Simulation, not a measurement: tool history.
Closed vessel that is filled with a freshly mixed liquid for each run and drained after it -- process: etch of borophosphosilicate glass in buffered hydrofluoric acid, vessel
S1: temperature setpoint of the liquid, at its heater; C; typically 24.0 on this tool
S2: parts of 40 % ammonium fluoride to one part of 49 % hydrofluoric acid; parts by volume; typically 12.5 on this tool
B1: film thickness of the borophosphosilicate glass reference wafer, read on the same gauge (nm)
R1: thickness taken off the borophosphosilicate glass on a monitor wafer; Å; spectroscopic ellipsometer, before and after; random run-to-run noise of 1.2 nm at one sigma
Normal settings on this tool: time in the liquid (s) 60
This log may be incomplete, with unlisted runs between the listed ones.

Run 1, hour 0.0: usual settings; B1 110.00. Result: R1 1377.4 Å.
Run 2, hour 67.9: usual settings; B1 109.97. Result: R1 1362.2 Å.
Run 3, hour 132.9: usual settings; B1 110.01. Result: R1 1391.9 Å.
Run 4, hour 221.6: usual settings; B1 109.96. Result: R1 1407.8 Å.
Run 5, hour 288.4: usual settings but S2 14.0 parts by volume; B1 109.99. Result: R1 1259.7 Å.
Run 6, hour 360.7: usual settings but S2 14.0 parts by volume; B1 110.01. Result: R1 1273.7 Å.
Run 7, hour 412.1: usual settings but S1 27.0 C, time in the liquid (s) 70; B1 110.00. Result: R1 1912.5 Å.
Run 8, hour 468.4: usual settings but S1 27.0 C, time in the liquid (s) 70; B1 110.02. Result: R1 1928.1 Å.
Run 9, hour 760.6: usual settings; B1 110.00. Result: R1 1451.0 Å.
At hour 761.0: gauge calibrated.
At hour 792.1: hydrofluoric acid flow meter replaced.
Run 10, hour 854.7: usual settings but S1 20.0 C, S2 10.5 parts by volume, time in the liquid (s) 45; B1 110.00. Result: R1 1048.9 Å.
At hour 888.6: thermometer replaced.
Run 11, hour 909.9: usual settings but S1 27.0 C, time in the liquid (s) 70; B1 110.00. Result: R1 1682.3 Å.
Run 12, hour 996.3: usual settings but S2 7.5 parts by volume; B1 110.00. Result: R1 2033.7 Å.
Run 13, hour 1043.9: usual settings; B1 110.00. Result: R1 1262.7 Å.
Run 14, hour 1101.4: usual settings but S1 19.0 C; B1 109.99. Result: R1 973.3 Å.
Run 15, hour 1137.5: usual settings; B1 110.00. Result: R1 1265.2 Å.
Run 16, hour 1187.0: usual settings; B1 110.02. Result: R1 1260.5 Å.
Run 17, hour 1292.1: usual settings but S1 21.0 C, S2 10.5 parts by volume, time in the liquid (s) 75; B1 110.02. Result: R1 1618.8 Å.
Run 18, hour 1361.9: usual settings but S1 21.5 C, S2 17.0 parts by volume, time in the liquid (s) 30; B1 109.98. Result: R1 412.1 Å.

Branching from run 18: 5 alternative next runs. What would each branch give?
Run A, hour 1362.6: usual settings; B1 ?. Result: R1 ?.
Run B, hour 1362.6: usual settings but S1 19.5 C, S2 14.0 parts by volume, time in the liquid (s) 80; B1 ?. Result: R1 ?.
Run C, hour 1362.6: usual settings but time in the liquid (s) 75; B1 ?. Result: R1 ?.
Run D, hour 1362.6: usual settings but S1 28.5 C; B1 ?. Result: R1 ?.
Run E, hour 1362.6: usual settings but S1 22.0 C, time in the liquid (s) 50; B1 ?. Result: R1 ?.

run      B1      R1
  A  110.00  1284.7
  B  110.00  1198.4
  C  110.00  1605.8
  D  110.00  1630.9
  E  110.00   960.8
Take away the tool's hidden state, keep each run's random variation, and the runs would have read:
run      R1
  A  1239.8
  B  1155.4
  C  1549.7
  D  1575.5
  E   926.8

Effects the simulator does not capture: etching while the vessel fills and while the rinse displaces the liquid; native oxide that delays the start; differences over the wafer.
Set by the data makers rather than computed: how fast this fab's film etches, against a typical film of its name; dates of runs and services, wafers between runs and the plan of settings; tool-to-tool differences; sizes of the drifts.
